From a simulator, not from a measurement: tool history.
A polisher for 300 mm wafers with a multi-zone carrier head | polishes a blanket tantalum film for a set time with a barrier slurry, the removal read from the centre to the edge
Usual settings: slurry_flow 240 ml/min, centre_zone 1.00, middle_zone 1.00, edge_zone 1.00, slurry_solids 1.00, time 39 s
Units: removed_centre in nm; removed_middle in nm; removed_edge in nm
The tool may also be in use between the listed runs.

run    hour  slurry_flow  centre_zone  middle_zone  edge_zone  slurry_solids  time  wafers since the last listed run  wafers polished on this pad  hours since the slurry nozzle was cleaned  hours since the centre zone pressure was calibrated  hours since the edge zone pressure was calibrated  hours since the carrier head's membrane was replaced  incoming thickness of the incoming film, nm  removed_centre  removed_middle  removed_edge
  1     0.0          240         1.10         1.00       1.00           1.00    39                                 0                         4555                                      105.7                                                831.4                                              497.3                                                1037.9                                        309.8            77.9            70.1          73.1
  2    44.6          240         1.00         1.00       0.92           1.00    39                               725                         5281                                      150.3                                                876.0                                              541.9                                                1082.5                                        309.0            69.2            68.9          69.7
      102.1  -- edge zone pressure recalibrated
  3   116.4          240         1.00         1.00       1.00           1.00    39                              1136                         6417                                      222.1                                                947.8                                               14.3                                                1154.3                                        309.9            68.5            68.9          71.2
  4   150.0          240         1.00         1.00       1.00           1.00    39                               546                         6964                                      255.7                                                981.4                                               47.9                                                1187.9                                        303.7            67.1            68.1          71.9
  5   201.9          240         1.00         1.00       1.00           1.00    39                               844                         7809                                      307.6                                               1033.3                                               99.8                                                1239.8                                        309.5            65.7            67.4          71.0
      207.9  -- worn pad replaced by a new one
  6   263.8          275         0.92         1.00       1.00           1.00    39                               942                          909                                      369.5                                               1095.2                                              161.7                                                1301.7                                        312.9            63.2            69.4          72.8
  7   334.1          240         1.00         1.10       1.00           1.00    39                              1144                         2053                                      439.8                                               1165.5                                              232.0                                                1372.0                                        307.1            64.4            70.6          70.1
  8   389.5          240         1.00         0.92       1.08           1.00    39                               901                         2955                                      495.2                                               1220.9                                              287.4                                                1427.4                                        308.6            63.9            62.7          72.4
      454.2  -- carrier head's membrane replaced by a new one
      488.4  -- slurry nozzle cleaned
  9   524.5          240         1.00         1.00       1.00           1.00    44                              2099                         5055                                       36.1                                               1355.9                                              422.4                                                  70.3                                        310.0            80.2            80.6          82.6
      538.0  -- centre zone pressure recalibrated
 10   593.0          240         1.00         1.07       1.00           1.00    39                              1082                         6137                                      104.6                                                 55.0                                              490.9                                                 138.8                                        307.9            71.0            74.1          74.4
 11   652.4          240         0.95         1.00       1.00           1.00    50                               966                         7104                                      164.0                                                114.4                                              550.3                                                 198.2                                        312.9            84.5            88.9          93.3
      663.6  -- edge zone pressure recalibrated
      682.1  -- worn pad replaced by a new one
 12   721.7          240         1.08         1.00       0.96           0.90    39                              1030                          644                                      233.3                                                183.7                                               58.1                                                 267.5                                        307.0            72.8            65.8          67.7
 13   772.6          240         1.11         1.00       0.93           1.25    39                               828                         1472                                      284.2                                                234.6                                              109.0                                                 318.4                                        308.5            80.7            73.9          73.0
 14   831.8          240         1.06         1.00       1.00           1.00    39                               963                         2436                                      343.4                                                293.8                                              168.2                                                 377.6                                        308.4            71.2            67.3          72.9
 15   901.5          240         1.00         1.00       0.97           1.00    39                              1134                         3571                                      413.1                                                363.5                                              237.9                                                 447.3                                        306.8            68.0            67.8          69.7
 16  1083.3          240         1.06         1.00       0.95           1.00    39                              2959                         6530                                      594.9                                                545.3                                              419.7                                                 629.1                                        310.0            70.0            67.3          68.6
     1111.2  -- slurry nozzle cleaned
 17  1153.5          240         1.00         1.04       1.00           1.00    39                              1126                         7656                                       42.3                                                615.5                                              489.9                                                 699.3                                        313.9            72.1            73.8          75.5
     1194.5  -- worn pad replaced by a new one
 18  1220.1          170         1.00         1.00       1.00           1.00    39                              1018                          417                                      108.9                                                682.1                                              556.5                                                 765.9                                        308.1            68.7            66.1          72.1
     1240.7  -- edge zone pressure recalibrated
 19  1261.8          265         1.06         1.00       1.00           1.00    46                               646                         1063                                      150.6                                                723.8                                               21.1                                                 807.6                                        304.1            91.1            85.4          88.3
 20  1308.0          240         1.00         1.00       1.12           1.00    51                               752                         1815                                      196.8                                                770.0                                               67.3                                                 853.8                                        310.3            90.3            91.3         100.9
 21  1362.8          240         1.00         1.09       1.00           1.00    35                               891                         2707                                      251.6                                                824.8                                              122.1                                                 908.6                                        307.2            63.3            65.5          65.0

How the hidden state differs across the entries between the runs, from the last listed run before each to the first after it:
Between runs 2 and 3: edge zone pressure recalibrated (hour 102.1)
  slurry flow missing at the pad, %: 31.1 -> 37.1
  measured less the result without the state, removed_centre: -4.2 -> -5.3 nm; removed_middle: -3.7 -> -4.8 nm; removed_edge: -2.7 -> -3.7 nm
Between runs 5 and 6: worn pad replaced by a new one (hour 207.9)
  slurry flow missing at the pad, %: 42 -> 44.5
  measured less the result without the state, removed_centre: -6.3 -> -5.9 nm; removed_middle: -5.8 -> -5.8 nm; removed_edge: -4.4 -> -4.5 nm
Between runs 8 and 9: carrier head's membrane replaced by a new one (hour 454.2); slurry nozzle cleaned (hour 488.4)
  slurry flow missing at the pad, %: 47.7 -> 12.8
  measured less the result without the state, removed_centre: -7.7 -> -1.6 nm; removed_middle: -6.7 -> -1.4 nm; removed_edge: -5.6 -> -1.1 nm
Between runs 9 and 10: centre zone pressure recalibrated (hour 538.0)
  slurry flow missing at the pad, %: 12.8 -> 22.7
  measured less the result without the state, removed_centre: -1.6 -> -2.8 nm; removed_middle: -1.4 -> -2.6 nm; removed_edge: -1.1 -> -1.9 nm
Between runs 11 and 12: edge zone pressure recalibrated (hour 663.6); worn pad replaced by a new one (hour 682.1)
  slurry flow missing at the pad, %: 29.1 -> 34.5
  measured less the result without the state, removed_centre: -4.5 -> -5.0 nm; removed_middle: -4.3 -> -4.1 nm; removed_edge: -3.3 -> -3.1 nm
Between runs 16 and 17: slurry nozzle cleaned (hour 1111.2)
  slurry flow missing at the pad, %: 45.8 -> 8.4
  measured less the result without the state, removed_centre: -7.9 -> -0.9 nm; removed_middle: -6.8 -> -0.8 nm; removed_edge: -5.0 -> -0.6 nm
Between runs 17 and 18: worn pad replaced by a new one (hour 1194.5)
  slurry flow missing at the pad, %: 8.4 -> 17.8
  measured less the result without the state, removed_centre: -0.9 -> -2.8 nm; removed_middle: -0.8 -> -2.3 nm; removed_edge: -0.6 -> -1.8 nm
Between runs 18 and 19: edge zone pressure recalibrated (hour 1240.7)
  slurry flow missing at the pad, %: 17.8 -> 22.4
  measured less the result without the state, removed_centre: -2.8 -> -3.2 nm; removed_middle: -2.3 -> -2.7 nm; removed_edge: -1.8 -> -2.1 nm
